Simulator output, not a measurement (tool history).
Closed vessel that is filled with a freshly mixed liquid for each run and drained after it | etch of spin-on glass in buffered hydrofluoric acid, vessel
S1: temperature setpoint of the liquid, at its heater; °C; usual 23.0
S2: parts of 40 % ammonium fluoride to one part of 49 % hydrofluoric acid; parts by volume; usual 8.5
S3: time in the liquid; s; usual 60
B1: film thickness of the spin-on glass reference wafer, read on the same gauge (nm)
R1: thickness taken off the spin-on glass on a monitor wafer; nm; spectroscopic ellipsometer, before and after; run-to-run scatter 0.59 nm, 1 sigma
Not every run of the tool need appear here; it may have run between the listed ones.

run	day	S1	S2	S3	B1	R1
1	0.000	23.0	8.5	60	149.99	110.32
2	1.217	23.0	8.5	60	150.02	108.80
3	2.558	23.0	8.5	60	150.02	108.84
4	3.729	23.0	8.5	60	149.98	109.46
5	4.950	23.0	8.5	60	149.97	110.01
6	6.317	23.0	8.5	60	149.97	107.24
7	7.638	23.0	8.5	60	150.00	107.80
8	9.075	23.0	6.5	60	150.02	143.34
9	9.704	23.0	6.5	60	150.00	143.57
10	10.571	23.0	6.5	60	150.02	143.11
11	11.462	23.0	8.5	60	150.03	107.80
12	12.062	23.0	8.5	60	149.98	108.62
13	12.879	23.0	8.5	60	150.01	107.80
14	14.112	23.0	6.0	60	150.00	152.05
15	14.675	23.0	10.0	40	150.02	62.68
# day 15.212: gauge calibrated
16	15.292	23.0	10.5	40	149.98	60.10
17	16.567	23.0	8.5	60	150.00	107.46
18	17.729	23.0	8.5	60	150.01	106.79
19	18.250	23.0	8.5	60	150.00	106.93
20	19.242	23.0	9.5	60	149.99	97.84
# day 20.250: thermometer replaced
21	20.500	23.0	8.5	60	149.99	106.87
22	21.696	24.5	6.5	30	150.02	74.58
# day 21.954: hydrofluoric acid flow meter replaced
23	22.867	19.0	7.5	80	150.01	141.24
24	24.346	21.5	10.5	30	150.01	44.37
25	25.550	23.0	8.5	60	150.01	114.91
26	26.404	23.0	8.5	70	149.97	132.78
27	27.062	23.0	8.5	60	149.99	113.53
28	28.250	20.5	11.0	45	149.96	59.65

Some steps in R1, run to run, broken into two amounts with sign: the step expected even without the hidden condition (settings, incoming material, random variation), and the rest, left for the hidden condition together with whatever gauge scatter is not in both the measured and the hidden-condition-free result:
Hidden conditions of the tool in this case: liquid hotter than its thermometer reads (K); hydrofluoric acid flow below the setpoint (%); gauge reads high (%).
Run 14 -> 15: S2 6.0 -> 10.0, S3 60 -> 40. R1 -89.37 nm: hidden state +6.09, all else -95.46.
Run 22 -> 23: S1 24.5 -> 19.0, S2 6.5 -> 7.5, S3 30 -> 80, hydrofluoric acid flow meter replaced. R1 +66.66 nm: hidden state +5.66, all else +61.00.
Run 23 -> 24: S1 19.0 -> 21.5, S2 7.5 -> 10.5, S3 80 -> 30. R1 -96.87 nm: hidden state +1.13, all else -98.00.

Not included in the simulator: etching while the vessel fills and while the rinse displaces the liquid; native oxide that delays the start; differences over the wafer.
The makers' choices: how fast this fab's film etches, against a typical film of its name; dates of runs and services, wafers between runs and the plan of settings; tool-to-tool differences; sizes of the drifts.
